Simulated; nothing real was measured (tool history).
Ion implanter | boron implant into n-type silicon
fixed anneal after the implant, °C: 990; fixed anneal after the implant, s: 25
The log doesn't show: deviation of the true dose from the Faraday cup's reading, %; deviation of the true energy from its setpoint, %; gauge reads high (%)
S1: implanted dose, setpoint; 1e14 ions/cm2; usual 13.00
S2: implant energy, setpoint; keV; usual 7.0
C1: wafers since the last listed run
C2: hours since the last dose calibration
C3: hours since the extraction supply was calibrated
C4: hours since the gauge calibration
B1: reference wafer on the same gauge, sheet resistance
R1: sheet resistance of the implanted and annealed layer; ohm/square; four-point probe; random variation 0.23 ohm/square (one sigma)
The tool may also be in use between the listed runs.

run,hour,S1,S2,C1,C2,C3,C4,B1,R1
1,0.0,13.00,7.0,0,809.1,2936.8,28.6,160.06,151.04
2,41.5,13.00,7.0,924,850.6,2978.3,70.1,160.09,150.61
3,58.2,13.00,7.0,372,867.3,2995.0,86.8,160.03,151.01
4,92.7,13.00,6.0,768,901.8,3029.5,121.3,160.06,160.54
# hour 103.1: Faraday cup replaced and dose calibrated
5,103.6,13.00,7.0,64,0.5,3040.4,132.2,159.98,150.61
6,108.3,13.00,7.0,104,5.2,3045.1,136.9,159.95,150.79
# hour 110.3: gauge calibrated
# hour 118.4: extraction supply calibrated
7,119.8,13.00,7.0,77,16.7,1.4,9.5,159.98,150.53
8,133.0,11.28,5.5,294,29.9,14.6,22.7,160.00,173.47
9,139.9,13.00,7.0,153,36.8,21.5,29.6,159.98,150.93
10,151.9,13.00,7.0,267,48.8,33.5,41.6,160.03,150.65
11,168.8,9.48,9.0,376,65.7,50.4,58.5,159.99,160.56
12,186.2,11.80,8.0,387,83.1,67.8,75.9,160.01,148.71
13,197.9,9.75,5.0,260,94.8,79.5,87.6,159.97,190.86
14,205.6,14.43,5.0,171,102.5,87.2,95.3,159.98,171.11
15,215.9,11.71,5.0,229,112.8,97.5,105.6,159.97,179.39

4 ways to go on from here, each from the tool as it stands after run 15. What would each give?
A,216.3,13.00,7.0,8,113.2,97.9,106.0,?,?
B,216.3,14.49,7.0,8,113.2,97.9,106.0,?,?
C,216.3,9.40,9.0,8,113.2,97.9,106.0,?,?
D,216.3,10.22,6.0,8,113.2,97.9,106.0,?,?

run,B1,R1
A,159.95,150.69
B,159.95,146.68
C,159.95,161.12
D,159.95,173.91
Without the tool's hidden state the same runs would have given:
run,R1
A,150.69
B,146.68
C,161.12
D,173.91
